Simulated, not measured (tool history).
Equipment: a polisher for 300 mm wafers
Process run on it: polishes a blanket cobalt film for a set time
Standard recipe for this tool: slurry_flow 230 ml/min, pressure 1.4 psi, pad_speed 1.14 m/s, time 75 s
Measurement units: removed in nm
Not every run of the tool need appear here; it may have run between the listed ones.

run      day  slurry_flow  pressure  pad_speed  time  wafers since the last listed run  wafers polished on this pad  hours since the slurry nozzle was cleaned  hours since the head pressure was calibrated  incoming thickness of the incoming film, nm  removed
  1        0          230       1.4       0.84    75                                 0                         3253                                      307.7                                          1028                                        878.4    176.8
  2      1.6          230       1.4       1.14    75                               382                         3635                                      346.1                                        1066.4                                        870.5    235.3
       2.896  -- head pressure recalibrated
  3    5.396          230       1.4       1.14    75                               886                         4521                                      437.2                                            60                                        877.5    224.3
       7.942  -- slurry nozzle cleaned
       9.821  -- worn pad replaced by a new one
  4    9.842          230       1.5       1.14    75                              1012                            4                                       45.6                                         166.7                                        862.4    267.9
  5   11.779          230       1.5       1.14    75                               462                          467                                       92.1                                         213.2                                        857.4    265.3
  6    15.65          230       1.4       1.14    75                               924                         1392                                        185                                         306.1                                          874    238.3
  7   19.796          195       1.4       1.14    75                               990                         2382                                      284.5                                         405.6                                        880.4    234.5
  8   24.292          195       1.4       1.14    75                              1073                         3456                                      392.4                                         513.5                                          873    224.9
        27.5  -- slurry nozzle cleaned
  9   27.771          195       1.4       1.14    75                               821                         4277                                        6.5                                           597                                          866    221.9
 10   29.412          230       1.4       1.14    75                               392                         4669                                       45.9                                         636.4                                        876.1    222.9
 11   33.267          230       1.4       1.14    75                               920                         5590                                      138.4                                         728.9                                        859.3    220.1
      34.354  -- worn pad replaced by a new one
 12   37.117          230       1.4       1.14    75                               879                          659                                      230.8                                         821.3                                        883.7    241.4
 13     40.9          230       1.4       1.14    75                               903                         1563                                      321.6                                         912.1                                          886    238.6
 14   43.188          230       1.4       1.14    75                               546                         2109                                      376.5                                           967                                        875.8    236.3
 15   47.308          230       1.4       1.14    75                               984                         3093                                      475.4                                        1065.9                                        877.6    234.1
 16   50.479          230       1.4       1.14    75                               757                         3851                                      551.5                                          1142                                        875.9      229
      50.654  -- slurry nozzle cleaned
 17   54.171          230       1.4       1.14    60                               871                         4722                                       84.4                                        1230.6                                        882.2    175.8
 18   55.954          230       1.4       1.14    91                               425                         5148                                      127.2                                        1273.4                                        859.2    270.4
      57.646  -- head pressure recalibrated
 19   58.658          290       1.2       1.42    75                               626                         5774                                      192.1                                          24.3                                        878.5      235
      59.958  -- worn pad replaced by a new one
 20   62.079          175       1.2       1.14    57                               777                          507                                      274.2                                         106.4                                        868.6    153.6
 21   65.521          310       1.4       1.14    75                               822                         1329                                      356.8                                           189                                          880    248.9
 22   69.104          230       1.4       1.14    75                               855                         2185                                      442.8                                           275                                          877    235.1
      73.225  -- slurry nozzle cleaned
 23   73.246          255       1.4       1.14    75                               979                         3164                                        0.5                                         374.4                                        866.9    235.8
 24   76.588          230       1.4       0.88    75                               798                         3962                                       80.7                                         454.6                                        879.5    175.8
 25   79.171          230       1.8       1.52    56                               617                         4579                                      142.7                                         516.6                                          869    284.6
      79.642  -- worn pad replaced by a new one
 26   81.204          175       1.2       1.14    57                               445                          373                                      191.5                                         565.4                                        889.4    152.9
 27   83.512          310       1.4       0.78    64                               551                          925                                      246.9                                         620.8                                        867.1    143.9
 28   86.496          195       1.4       1.14    75                               712                         1637                                      318.5                                         692.4                                        877.1    228.3
 29   89.408          165       1.7       1.14    75                               695                         2333                                      388.4                                         762.3                                          878    264.6
 30   93.383          180       1.2       1.14    75                               949                         3282                                      483.8                                         857.7                                        872.8    186.2
 31   96.162          230       1.4       1.34    55                               663                         3946                                      550.5                                         924.4                                        863.3    187.8
      97.112  -- slurry nozzle cleaned
 32   98.883          230       1.8       1.14    50                               639                         4586                                       42.5                                         989.7                                        862.1    184.4
     101.762  -- worn pad replaced by a new one
 33  102.471          230       1.5       1.14    75                               817                          169                                      128.6                                        1075.8                                        881.2    266.5
 34  105.421          230       1.2       1.14    75                               704                          874                                      199.4                                        1146.6                                        857.1    214.7
 35  106.929          300       1.7       1.46    99                               360                         1234                                      235.6                                        1182.8                                        866.4    530.2
 36  108.762          230       1.8       0.78    64                               437                         1672                                      279.6                                        1226.8                                        868.6    179.9

Each row is a separate what-if for the run after 36, all from the same tool condition, not one after another. Results?
  A  108.779          230       1.4       1.14    75                                 3                         1676                                        280                                        1227.2                                        861.6        ?
  B  108.779          230       1.9       1.34    75                                 3                         1676                                        280                                        1227.2                                        861.6        ?
  C  108.779          230       1.4       0.78    52                                 3                         1676                                        280                                        1227.2                                        861.6        ?
  D  108.779          230       1.4       1.14    99                                 3                         1676                                        280                                        1227.2                                        861.6        ?
  E  108.779          230       1.6       1.14    89                                 3                         1676                                        280                                        1227.2                                        861.6        ?

run  removed
  A    244.6
  B    390.2
  C      116
  D    322.8
  E    331.7
Without the tool's hidden state the same runs would have given:
run  removed
  A      257
  B      410
  C    121.9
  D    339.3
  E    348.6
